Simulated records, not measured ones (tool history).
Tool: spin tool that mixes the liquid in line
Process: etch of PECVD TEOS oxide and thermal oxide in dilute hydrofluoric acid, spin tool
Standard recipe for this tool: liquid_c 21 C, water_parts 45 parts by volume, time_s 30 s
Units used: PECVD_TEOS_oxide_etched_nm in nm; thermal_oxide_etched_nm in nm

| run | hour | liquid_c | water_parts | time_s | wafers since the last listed run | hours since the thermometer was replaced | hours since the hydrofluoric acid flow meter was replaced | hours since the gauge calibration | read-back film thickness of the PECVD TEOS oxide reference wafer, read on the same gauge (nm) | read-back film thickness of the thermal oxide reference wafer, read on the same gauge (nm) | PECVD_TEOS_oxide_etched_nm | thermal_oxide_etched_nm |
|---|---|---|---|---|---|---|---|---|---|---|---|---|
| 1 | 0 | 24.5 | 45 | 30 | 0 | 2116 | 61.4 | 1993.4 | 50.03 | 60.01 | 17.83 | 3.679 |
| 2 | 196.1 | 24.5 | 45 | 30 | 2558 | 2312.1 | 257.5 | 2189.5 | 49.99 | 60.011 | 17.82 | 3.661 |
| 3 | 256.5 | 21 | 45 | 30 | 787 | 2372.5 | 317.9 | 2249.9 | 49.99 | 59.953 | 15.48 | 3.173 |
|  | 270.5 | gauge calibrated |
| 4 | 281 | 21 | 35 | 40 | 319 | 2397 | 342.4 | 10.5 | 50.01 | 59.992 | 26.86 | 5.525 |
| 5 | 336.2 | 21 | 65 | 30 | 720 | 2452.2 | 397.6 | 65.7 | 49.98 | 59.983 | 10.51 | 2.131 |
| 6 | 392.8 | 21 | 45 | 30 | 738 | 2508.8 | 454.2 | 122.3 | 50.02 | 59.992 | 15.57 | 3.145 |
|  | 512.5 | thermometer replaced |
| 7 | 525.1 | 21 | 45 | 30 | 1712 | 12.6 | 586.5 | 254.6 | 49.99 | 60.023 | 16.36 | 3.333 |
| 8 | 577.3 | 22.5 | 35 | 25 | 681 | 64.8 | 638.7 | 306.8 | 49.97 | 60.029 | 18.81 | 3.876 |
| 9 | 633.4 | 23.5 | 40 | 20 | 731 | 120.9 | 694.8 | 362.9 | 49.99 | 60.002 | 13.63 | 2.814 |
| 10 | 660.9 | 24 | 45 | 20 | 358 | 148.4 | 722.3 | 390.4 | 50 | 59.999 | 12.4 | 2.529 |
| 11 | 693.3 | 21 | 45 | 30 | 422 | 180.8 | 754.7 | 422.8 | 49.99 | 59.993 | 16.35 | 3.285 |
| 12 | 734.7 | 25 | 45 | 45 | 540 | 222.2 | 796.1 | 464.2 | 50.01 | 60.014 | 28.81 | 5.906 |
| 13 | 780.6 | 21 | 45 | 30 | 598 | 268.1 | 842 | 510.1 | 49.97 | 60.021 | 16.18 | 3.352 |
| 14 | 848.2 | 21 | 45 | 30 | 881 | 335.7 | 909.6 | 577.7 | 50.02 | 59.998 | 16.34 | 3.342 |
| 15 | 889.2 | 24 | 35 | 30 | 534 | 376.7 | 950.6 | 618.7 | 50.02 | 60.006 | 24.17 | 4.952 |
| 16 | 916.5 | 21 | 45 | 30 | 356 | 404 | 977.9 | 646 | 50.02 | 60.014 | 16.31 | 3.342 |
| 17 | 956.7 | 21 | 60 | 35 | 524 | 444.2 | 1018.1 | 686.2 | 50.01 | 60.047 | 14.17 | 2.851 |
| 18 | 1015.9 | 18.5 | 45 | 20 | 772 | 503.4 | 1077.3 | 745.4 | 50 | 60.006 | 9.73 | 1.982 |
| 19 | 1074.8 | 21 | 50 | 30 | 768 | 562.3 | 1136.2 | 804.3 | 49.98 | 59.978 | 14.59 | 2.964 |
| 20 | 1109.6 | 25 | 25 | 25 | 454 | 597.1 | 1171 | 839.1 | 50.03 | 59.975 | 29.9 | 6.041 |
| 21 | 1179.7 | 21 | 45 | 30 | 914 | 667.2 | 1241.1 | 909.2 | 50 | 60.031 | 16.27 | 3.306 |
| 22 | 1241 | 21 | 45 | 30 | 799 | 728.5 | 1302.4 | 970.5 | 50.02 | 60.003 | 16.2 | 3.333 |
| 23 | 1265.1 | 21 | 45 | 40 | 314 | 752.6 | 1326.5 | 994.6 | 50 | 60.018 | 21.93 | 4.438 |
| 24 | 1295.1 | 21 | 35 | 20 | 391 | 782.6 | 1356.5 | 1024.6 | 50 | 59.995 | 14.18 | 2.927 |
| 25 | 1363.7 | 21 | 45 | 30 | 894 | 851.2 | 1425.1 | 1093.2 | 50 | 59.988 | 16.26 | 3.373 |
| 26 | 1413.4 | 21 | 45 | 30 | 648 | 900.9 | 1474.8 | 1142.9 | 50.04 | 60.017 | 16.19 | 3.323 |
| 27 | 1473.3 | 21 | 30 | 30 | 781 | 960.8 | 1534.7 | 1202.8 | 50.03 | 59.987 | 24.89 | 5.07 |

3 options for the next run, each taken on its own from the tool as it stands now. Forecast them:
| A | 1473.7 | 21 | 45 | 30 | 5 | 961.2 | 1535.1 | 1203.2 | ? | ? | ? | ? |
| B | 1473.7 | 23 | 55 | 25 | 5 | 961.2 | 1535.1 | 1203.2 | ? | ? | ? | ? |
| C | 1473.7 | 23.5 | 45 | 30 | 5 | 961.2 | 1535.1 | 1203.2 | ? | ? | ? | ? |

| run | read-back film thickness of the PECVD TEOS oxide reference wafer, read on the same gauge (nm) | read-back film thickness of the thermal oxide reference wafer, read on the same gauge (nm) | PECVD_TEOS_oxide_etched_nm | thermal_oxide_etched_nm |
|---|---|---|---|---|
| A | 50 | 59.988 | 16.2 | 3.369 |
| B | 50 | 59.988 | 11.87 | 2.468 |
| C | 50 | 59.988 | 18 | 3.743 |
Stripped of hidden state, with their random variation kept, the same runs would have yielded:
| run | PECVD_TEOS_oxide_etched_nm | thermal_oxide_etched_nm |
|---|---|---|
| A | 16.07 | 3.343 |
| B | 11.77 | 2.447 |
| C | 17.85 | 3.712 |

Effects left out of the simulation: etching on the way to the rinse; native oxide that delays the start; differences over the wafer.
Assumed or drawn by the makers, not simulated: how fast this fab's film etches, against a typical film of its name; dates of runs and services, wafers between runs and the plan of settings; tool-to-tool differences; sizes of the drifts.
